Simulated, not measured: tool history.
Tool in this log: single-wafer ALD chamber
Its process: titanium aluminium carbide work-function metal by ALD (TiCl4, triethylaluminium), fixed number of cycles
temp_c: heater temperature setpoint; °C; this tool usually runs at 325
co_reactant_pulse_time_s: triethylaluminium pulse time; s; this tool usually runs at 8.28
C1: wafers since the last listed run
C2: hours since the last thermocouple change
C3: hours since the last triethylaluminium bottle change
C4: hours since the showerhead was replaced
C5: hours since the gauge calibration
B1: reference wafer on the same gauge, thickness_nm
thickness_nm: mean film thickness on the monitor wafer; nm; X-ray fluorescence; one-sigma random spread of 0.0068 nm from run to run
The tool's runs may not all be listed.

{"run": 1, "hour": 0.0, "temp_c": 325, "co_reactant_pulse_time_s": 8.28, "C1": 0, "C2": 1767.8, "C3": 989.8, "C4": 4508.4, "C5": 1020.3, "B1": 2.329, "thickness_nm": 2.17}
{"run": 2, "hour": 71.3, "temp_c": 325, "co_reactant_pulse_time_s": 8.28, "C1": 836, "C2": 1839.1, "C3": 1061.1, "C4": 4579.7, "C5": 1091.6, "B1": 2.331, "thickness_nm": 2.174}
{"run": 3, "hour": 124.8, "temp_c": 325, "co_reactant_pulse_time_s": 8.28, "C1": 627, "C2": 1892.6, "C3": 1114.6, "C4": 4633.2, "C5": 1145.1, "B1": 2.33, "thickness_nm": 2.172}
{"run": 4, "hour": 163.6, "temp_c": 325, "co_reactant_pulse_time_s": 8.28, "C1": 455, "C2": 1931.4, "C3": 1153.4, "C4": 4672.0, "C5": 1183.9, "B1": 2.33, "thickness_nm": 2.166}
{"run": 5, "hour": 269.3, "temp_c": 325, "co_reactant_pulse_time_s": 8.28, "C1": 1240, "C2": 2037.1, "C3": 1259.1, "C4": 4777.7, "C5": 1289.6, "B1": 2.327, "thickness_nm": 2.151}
{"run": 6, "hour": 315.4, "temp_c": 325, "co_reactant_pulse_time_s": 8.28, "C1": 541, "C2": 2083.2, "C3": 1305.2, "C4": 4823.8, "C5": 1335.7, "B1": 2.331, "thickness_nm": 2.167}
{"run": 7, "hour": 411.0, "temp_c": 316, "co_reactant_pulse_time_s": 8.28, "C1": 1122, "C2": 2178.8, "C3": 1400.8, "C4": 4919.4, "C5": 1431.3, "B1": 2.331, "thickness_nm": 2.051}
{"run": 8, "hour": 475.1, "temp_c": 335, "co_reactant_pulse_time_s": 8.28, "C1": 752, "C2": 2242.9, "C3": 1464.9, "C4": 4983.5, "C5": 1495.4, "B1": 2.33, "thickness_nm": 2.232}
{"run": 9, "hour": 546.9, "temp_c": 335, "co_reactant_pulse_time_s": 8.28, "C1": 842, "C2": 2314.7, "C3": 1536.7, "C4": 5055.3, "C5": 1567.2, "B1": 2.332, "thickness_nm": 2.226}
{"run": 10, "hour": 600.6, "temp_c": 335, "co_reactant_pulse_time_s": 8.28, "C1": 630, "C2": 2368.4, "C3": 1590.4, "C4": 5109.0, "C5": 1620.9, "B1": 2.33, "thickness_nm": 2.231}
{"run": 11, "hour": 690.1, "temp_c": 321, "co_reactant_pulse_time_s": 8.28, "C1": 1050, "C2": 2457.9, "C3": 1679.9, "C4": 5198.5, "C5": 1710.4, "B1": 2.328, "thickness_nm": 2.083}
{"run": 12, "hour": 763.4, "temp_c": 321, "co_reactant_pulse_time_s": 8.28, "C1": 860, "C2": 2531.2, "C3": 1753.2, "C4": 5271.8, "C5": 1783.7, "B1": 2.33, "thickness_nm": 2.067}
{"run": 13, "hour": 855.0, "temp_c": 325, "co_reactant_pulse_time_s": 8.28, "C1": 1075, "C2": 2622.8, "C3": 1844.8, "C4": 5363.4, "C5": 1875.3, "B1": 2.33, "thickness_nm": 2.113}
{"hour": 881.6, "done": "triethylaluminium bottle replaced"}
{"hour": 920.0, "done": "gauge calibrated"}
{"run": 14, "hour": 956.2, "temp_c": 336, "co_reactant_pulse_time_s": 9.09, "C1": 1093, "C2": 2724.0, "C3": 74.6, "C4": 5464.6, "C5": 36.2, "B1": 2.329, "thickness_nm": 2.322}
{"run": 15, "hour": 1002.0, "temp_c": 336, "co_reactant_pulse_time_s": 9.09, "C1": 537, "C2": 2769.8, "C3": 120.4, "C4": 5510.4, "C5": 82.0, "B1": 2.328, "thickness_nm": 2.302}
{"run": 16, "hour": 1119.5, "temp_c": 336, "co_reactant_pulse_time_s": 9.09, "C1": 1379, "C2": 2887.3, "C3": 237.9, "C4": 5627.9, "C5": 199.5, "B1": 2.329, "thickness_nm": 2.313}
{"hour": 1177.4, "done": "showerhead replaced"}
{"run": 17, "hour": 1177.9, "temp_c": 325, "co_reactant_pulse_time_s": 8.28, "C1": 591, "C2": 2945.7, "C3": 296.3, "C4": 0.5, "C5": 257.9, "B1": 2.331, "thickness_nm": 2.173}
{"hour": 1241.8, "done": "thermocouple changed; heater temperature recalibrated"}
{"run": 18, "hour": 1420.5, "temp_c": 325, "co_reactant_pulse_time_s": 10.47, "C1": 2753, "C2": 178.7, "C3": 538.9, "C4": 243.1, "C5": 500.5, "B1": 2.33, "thickness_nm": 2.285}
{"run": 19, "hour": 1628.7, "temp_c": 336, "co_reactant_pulse_time_s": 5.5, "C1": 2443, "C2": 386.9, "C3": 747.1, "C4": 451.3, "C5": 708.7, "B1": 2.329, "thickness_nm": 2.149}
{"run": 20, "hour": 1833.3, "temp_c": 325, "co_reactant_pulse_time_s": 8.28, "C1": 2401, "C2": 591.5, "C3": 951.7, "C4": 655.9, "C5": 913.3, "B1": 2.33, "thickness_nm": 2.186}
{"run": 21, "hour": 1873.7, "temp_c": 325, "co_reactant_pulse_time_s": 8.28, "C1": 474, "C2": 631.9, "C3": 992.1, "C4": 696.3, "C5": 953.7, "B1": 2.328, "thickness_nm": 2.184}
{"run": 22, "hour": 1970.5, "temp_c": 325, "co_reactant_pulse_time_s": 8.28, "C1": 1136, "C2": 728.7, "C3": 1088.9, "C4": 793.1, "C5": 1050.5, "B1": 2.33, "thickness_nm": 2.164}
{"run": 23, "hour": 2068.9, "temp_c": 325, "co_reactant_pulse_time_s": 11.47, "C1": 1155, "C2": 827.1, "C3": 1187.3, "C4": 891.5, "C5": 1148.9, "B1": 2.33, "thickness_nm": 2.265}
{"run": 24, "hour": 2128.8, "temp_c": 317, "co_reactant_pulse_time_s": 6.93, "C1": 703, "C2": 887.0, "C3": 1247.2, "C4": 951.4, "C5": 1208.8, "B1": 2.331, "thickness_nm": 2.017}
{"run": 25, "hour": 2196.8, "temp_c": 314, "co_reactant_pulse_time_s": 6.6, "C1": 798, "C2": 955.0, "C3": 1315.2, "C4": 1019.4, "C5": 1276.8, "B1": 2.331, "thickness_nm": 1.967}
{"run": 26, "hour": 2332.5, "temp_c": 312, "co_reactant_pulse_time_s": 10.74, "C1": 1592, "C2": 1090.7, "C3": 1450.9, "C4": 1155.1, "C5": 1412.5, "B1": 2.333, "thickness_nm": 2.104}
{"hour": 2399.2, "done": "triethylaluminium bottle replaced"}
{"run": 27, "hour": 2401.1, "temp_c": 325, "co_reactant_pulse_time_s": 8.28, "C1": 711, "C2": 1159.3, "C3": 1.9, "C4": 1223.7, "C5": 1481.1, "B1": 2.333, "thickness_nm": 2.213}
{"run": 28, "hour": 2462.4, "temp_c": 329, "co_reactant_pulse_time_s": 11.57, "C1": 719, "C2": 1220.6, "C3": 63.2, "C4": 1285.0, "C5": 1542.4, "B1": 2.328, "thickness_nm": 2.338}
{"run": 29, "hour": 2541.5, "temp_c": 312, "co_reactant_pulse_time_s": 10.74, "C1": 928, "C2": 1299.7, "C3": 142.3, "C4": 1364.1, "C5": 1621.5, "B1": 2.33, "thickness_nm": 2.144}
{"hour": 2608.7, "done": "gauge calibrated"}
{"run": 30, "hour": 2648.0, "temp_c": 329, "co_reactant_pulse_time_s": 6.81, "C1": 1250, "C2": 1406.2, "C3": 248.8, "C4": 1470.6, "C5": 39.3, "B1": 2.329, "thickness_nm": 2.172}
{"run": 31, "hour": 2725.7, "temp_c": 329, "co_reactant_pulse_time_s": 11.57, "C1": 912, "C2": 1483.9, "C3": 326.5, "C4": 1548.3, "C5": 117.0, "B1": 2.329, "thickness_nm": 2.316}
{"run": 32, "hour": 2813.2, "temp_c": 329, "co_reactant_pulse_time_s": 6.81, "C1": 1027, "C2": 1571.4, "C3": 414.0, "C4": 1635.8, "C5": 204.5, "B1": 2.33, "thickness_nm": 2.168}
{"run": 33, "hour": 2898.2, "temp_c": 325, "co_reactant_pulse_time_s": 11.41, "C1": 997, "C2": 1656.4, "C3": 499.0, "C4": 1720.8, "C5": 289.5, "B1": 2.33, "thickness_nm": 2.263}
{"run": 34, "hour": 3005.6, "temp_c": 316, "co_reactant_pulse_time_s": 7.29, "C1": 1260, "C2": 1763.8, "C3": 606.4, "C4": 1828.2, "C5": 396.9, "B1": 2.331, "thickness_nm": 2.053}

Each row is a separate what-if for the run after 34, all from the same tool condition, not one after another. Results?
{"run": "A", "hour": 3006.0, "temp_c": 325, "co_reactant_pulse_time_s": 8.28, "C1": 4, "C2": 1764.2, "C3": 606.8, "C4": 1828.6, "C5": 397.3, "B1": "?", "thickness_nm": "?"}
{"run": "B", "hour": 3006.0, "temp_c": 311, "co_reactant_pulse_time_s": 5.25, "C1": 4, "C2": 1764.2, "C3": 606.8, "C4": 1828.6, "C5": 397.3, "B1": "?", "thickness_nm": "?"}
{"run": "C", "hour": 3006.0, "temp_c": 319, "co_reactant_pulse_time_s": 5.16, "C1": 4, "C2": 1764.2, "C3": 606.8, "C4": 1828.6, "C5": 397.3, "B1": "?", "thickness_nm": "?"}

run=A B1=2.333 thickness_nm=2.167
run=B B1=2.333 thickness_nm=1.873
run=C B1=2.333 thickness_nm=1.940
The same runs, with their run-to-run variation unchanged, on a tool lacking any hidden condition would have given:
run=A thickness_nm=2.230
run=B thickness_nm=1.943
run=C thickness_nm=2.011
